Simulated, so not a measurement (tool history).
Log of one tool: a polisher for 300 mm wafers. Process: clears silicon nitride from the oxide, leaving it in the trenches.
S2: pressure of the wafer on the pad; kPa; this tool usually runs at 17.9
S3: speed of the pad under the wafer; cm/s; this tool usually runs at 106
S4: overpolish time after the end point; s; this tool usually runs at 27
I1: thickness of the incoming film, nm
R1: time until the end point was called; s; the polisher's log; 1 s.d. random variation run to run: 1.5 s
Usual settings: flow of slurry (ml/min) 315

run 1 hour=0.0 | flow_of_slurry_(ml/min)=315 S2=17.9 S3=106 S4=27 | I1=68.6 | R1=78.2
run 2 hour=29.5 | flow_of_slurry_(ml/min)=315 S2=17.9 S3=106 S4=27 | I1=71.2 | R1=82.3
run 3 hour=43.3 | flow_of_slurry_(ml/min)=315 S2=17.9 S3=106 S4=31 | I1=69.7 | R1=80.4
-- hour=57.3 worn pad replaced by a new one
run 4 hour=65.5 | flow_of_slurry_(ml/min)=315 S2=17.9 S3=106 S4=31 | I1=70.5 | R1=79.0
run 5 hour=78.4 | flow_of_slurry_(ml/min)=315 S2=17.9 S3=106 S4=27 | I1=69.1 | R1=75.7
run 6 hour=111.3 | flow_of_slurry_(ml/min)=315 S2=17.9 S3=106 S4=27 | I1=69.7 | R1=81.4
run 7 hour=146.7 | flow_of_slurry_(ml/min)=315 S2=17.9 S3=106 S4=27 | I1=69.3 | R1=79.6
run 8 hour=168.5 | flow_of_slurry_(ml/min)=315 S2=17.9 S3=106 S4=27 | I1=70.1 | R1=79.8
run 9 hour=185.0 | flow_of_slurry_(ml/min)=315 S2=13.1 S3=106 S4=27 | I1=69.0 | R1=100.6
run 10 hour=204.5 | flow_of_slurry_(ml/min)=315 S2=13.1 S3=106 S4=27 | I1=69.6 | R1=105.4
-- hour=225.5 head pressure recalibrated
run 11 hour=238.2 | flow_of_slurry_(ml/min)=315 S2=13.1 S3=106 S4=27 | I1=69.3 | R1=100.7
run 12 hour=250.6 | flow_of_slurry_(ml/min)=315 S2=17.9 S3=106 S4=27 | I1=70.8 | R1=80.1
-- hour=273.0 worn pad replaced by a new one
run 13 hour=273.5 | flow_of_slurry_(ml/min)=315 S2=17.9 S3=106 S4=27 | I1=71.2 | R1=81.5
run 14 hour=302.9 | flow_of_slurry_(ml/min)=315 S2=17.9 S3=106 S4=27 | I1=69.2 | R1=78.6
run 15 hour=318.7 | flow_of_slurry_(ml/min)=315 S2=17.9 S3=106 S4=27 | I1=70.0 | R1=79.8
run 16 hour=350.0 | flow_of_slurry_(ml/min)=315 S2=17.9 S3=106 S4=27 | I1=69.3 | R1=78.0
run 17 hour=365.6 | flow_of_slurry_(ml/min)=315 S2=17.9 S3=106 S4=27 | I1=70.1 | R1=81.2
run 18 hour=394.7 | flow_of_slurry_(ml/min)=315 S2=17.9 S3=106 S4=27 | I1=70.6 | R1=83.2
run 19 hour=407.9 | flow_of_slurry_(ml/min)=345 S2=17.9 S3=106 S4=36 | I1=68.9 | R1=80.9
-- hour=426.1 slurry nozzle cleaned
run 20 hour=441.5 | flow_of_slurry_(ml/min)=315 S2=17.9 S3=106 S4=27 | I1=70.5 | R1=82.5
run 21 hour=457.1 | flow_of_slurry_(ml/min)=315 S2=17.9 S3=106 S4=27 | I1=69.5 | R1=79.2

Predict the results of run 22:
-- hour=463.5 worn pad replaced by a new one
run 22 hour=489.7 | flow_of_slurry_(ml/min)=315 S2=17.9 S3=106 S4=27 | I1=68.9 | R1=?

{"run 22": {"R1": 81.3}}
With the hidden condition absent and the run-to-run variation left alone, this run would have shown R1 81.3 s.
